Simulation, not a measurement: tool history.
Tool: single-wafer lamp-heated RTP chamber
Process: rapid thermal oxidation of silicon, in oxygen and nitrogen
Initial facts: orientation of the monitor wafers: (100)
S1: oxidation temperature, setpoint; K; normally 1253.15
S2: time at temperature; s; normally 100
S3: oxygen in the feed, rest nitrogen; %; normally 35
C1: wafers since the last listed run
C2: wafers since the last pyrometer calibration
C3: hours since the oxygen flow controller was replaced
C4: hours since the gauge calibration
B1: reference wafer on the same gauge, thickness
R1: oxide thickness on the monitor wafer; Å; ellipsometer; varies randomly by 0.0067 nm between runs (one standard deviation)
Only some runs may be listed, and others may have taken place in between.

run 1 day=0.000 | S1=1253.15 S2=100 S3=35 | C1=0 C2=6542 C3=5941.1 C4=488.0 | B1=5.341 | R1=46.70
run 2 day=2.858 | S1=1253.15 S2=100 S3=35 | C1=307 C2=6850 C3=6009.7 C4=556.6 | B1=5.336 | R1=46.56
run 3 day=5.696 | S1=1253.15 S2=100 S3=35 | C1=305 C2=7156 C3=6077.8 C4=624.7 | B1=5.338 | R1=46.67
run 4 day=7.662 | S1=1253.15 S2=100 S3=35 | C1=211 C2=7367 C3=6125.0 C4=671.9 | B1=5.337 | R1=46.54
run 5 day=9.188 | S1=1253.15 S2=100 S3=35 | C1=164 C2=7532 C3=6161.6 C4=708.5 | B1=5.339 | R1=46.57
-- day=9.871 pyrometer window cleaned and pyrometer calibrated
run 6 day=10.854 | S1=1253.15 S2=100 S3=35 | C1=143 C2=105 C3=6201.6 C4=748.5 | B1=5.340 | R1=45.04
-- day=11.296 gauge calibrated
run 7 day=11.979 | S1=1253.15 S2=100 S3=35 | C1=121 C2=226 C3=6228.6 C4=16.4 | B1=5.341 | R1=44.96
run 8 day=14.888 | S1=1228.15 S2=149 S3=17 | C1=313 C2=540 C3=6298.4 C4=86.2 | B1=5.337 | R1=36.53
run 9 day=17.758 | S1=1245.15 S2=121 S3=35 | C1=309 C2=849 C3=6367.3 C4=155.1 | B1=5.337 | R1=46.49
run 10 day=20.692 | S1=1253.15 S2=100 S3=35 | C1=315 C2=1165 C3=6437.7 C4=225.5 | B1=5.341 | R1=45.57
-- day=21.204 oxygen flow controller replaced
run 11 day=21.883 | S1=1242.15 S2=121 S3=19 | C1=92 C2=1257 C3=16.3 C4=254.1 | B1=5.340 | R1=38.17
run 12 day=23.596 | S1=1237.15 S2=100 S3=17 | C1=184 C2=1441 C3=57.4 C4=295.2 | B1=5.344 | R1=33.81
run 13 day=24.621 | S1=1253.15 S2=52 S3=17 | C1=110 C2=1552 C3=82.0 C4=319.8 | B1=5.338 | R1=29.77
run 14 day=25.746 | S1=1253.15 S2=100 S3=17 | C1=121 C2=1673 C3=109.0 C4=346.8 | B1=5.340 | R1=36.93
run 15 day=28.646 | S1=1253.15 S2=100 S3=56 | C1=312 C2=1985 C3=178.6 C4=416.4 | B1=5.340 | R1=53.44

Below are 4 alternative next runs, each starting from the tool's condition after run 15. Predict each:
run A day=28.667 | S1=1253.15 S2=100 S3=57 | C1=2 C2=1987 C3=179.1 C4=416.9 | B1=? | R1=?
run B day=28.667 | S1=1268.15 S2=140 S3=17 | C1=2 C2=1987 C3=179.1 C4=416.9 | B1=? | R1=?
run C day=28.667 | S1=1253.15 S2=76 S3=53 | C1=2 C2=1987 C3=179.1 C4=416.9 | B1=? | R1=?
run D day=28.667 | S1=1267.15 S2=100 S3=54 | C1=2 C2=1987 C3=179.1 C4=416.9 | B1=? | R1=?

run=A B1=5.341 R1=53.90
run=B B1=5.341 R1=46.46
run=C B1=5.341 R1=46.76
run=D B1=5.341 R1=58.59
Had the tool no hidden state, the same runs would have come out as:
run=A R1=52.39
run=B R1=45.28
run=C R1=45.50
run=D R1=56.96
